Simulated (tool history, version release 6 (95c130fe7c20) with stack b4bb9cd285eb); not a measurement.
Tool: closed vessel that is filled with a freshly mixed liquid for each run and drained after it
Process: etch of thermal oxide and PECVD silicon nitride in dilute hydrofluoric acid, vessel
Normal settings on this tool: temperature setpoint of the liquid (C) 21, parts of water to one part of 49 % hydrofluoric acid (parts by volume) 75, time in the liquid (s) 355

run	day	temperature setpoint of the liquid (C)	parts of water to one part of 49 % hydrofluoric acid (parts by volume)	time in the liquid (s)	read-back film thickness of the thermal oxide reference wafer, read on the same gauge (nm)	read-back film thickness of the PECVD silicon nitride reference wafer, read on the same gauge (nm)	thickness taken off the thermal oxide on a monitor wafer (nm)	thickness taken off the PECVD silicon nitride on a monitor wafer (nm)
1	0	17.5	75	355	139.98	100.02	15.62	11.12
2	1.425	21	75	355	139.98	99.98	18.14	14.11
3	3.129	18.5	85	475	140	99.99	19.03	13.9
4	6.033	17	55	355	140	100	22.62	15.31
5	8.258	21	50	280	140.02	100	23.33	17.43
6	9.692	21	45	355	140	100.01	32.62	24.42
7	10.912	21	105	225	140	100.01	8.3	6.74
8	13.267	25	75	355	140.02	99.96	22.34	19.12
9	15.417	23.5	75	355	139.98	99.99	20.98	17.17
10	17.779	21	100	550	139.98	100.01	21.23	16.9
11	19.908	21	75	355	140.02	99.99	18.67	14.49
12	21.45	17	75	215	140.04	99.96	9.54	6.63
13	24.158	21	75	355	139.97	99.98	18.38	14.32
14	26.179	21	65	355	140	100	21.5	16.49
15	28.371	25.5	60	205	140.01	100.01	16.34	13.76
16	29.525	21	75	355	139.97	99.97	18.38	14.04
17	32.075	21	75	355	140.01	100.02	18.25	14.15
18	34.633	21	75	185	139.99	99.98	9.47	7.22
19	36.421	19	45	290	140	100.01	23.35	16.41
20	37.762	21	75	355	139.97	100	18.02	13.73
21	38.804	21	75	230	140.03	100	11.66	8.92
22	40.704	26	90	355	139.95	100.01	17.84	16.1
23	42.004	19.5	60	265	140.04	100.01	15.99	11.49
24	43.075	22.5	110	515	140.04	99.98	17.87	14.98
25	45.854	19	75	355	139.98	100	16.45	11.71

The log once held 1 entry between its listed runs, left out of this copy. Where does each go, and what is different about the tool's unlogged condition between the listed run before it and the listed run after it?
Logged between run 3 and run 4: hydrofluoric acid flow meter replaced (day 6.008)
  liquid colder than its thermometer reads (K): 0.112 -> 0.153; hydrofluoric acid flow below the setpoint (%): 5.95 -> 0.076
  measured value less the no-hidden-state value, thickness taken off the thermal oxide on a monitor wafer (nm): -1.42 -> -0.17; thickness taken off the PECVD silicon nitride on a monitor wafer (nm): -0.97 -> -0.18

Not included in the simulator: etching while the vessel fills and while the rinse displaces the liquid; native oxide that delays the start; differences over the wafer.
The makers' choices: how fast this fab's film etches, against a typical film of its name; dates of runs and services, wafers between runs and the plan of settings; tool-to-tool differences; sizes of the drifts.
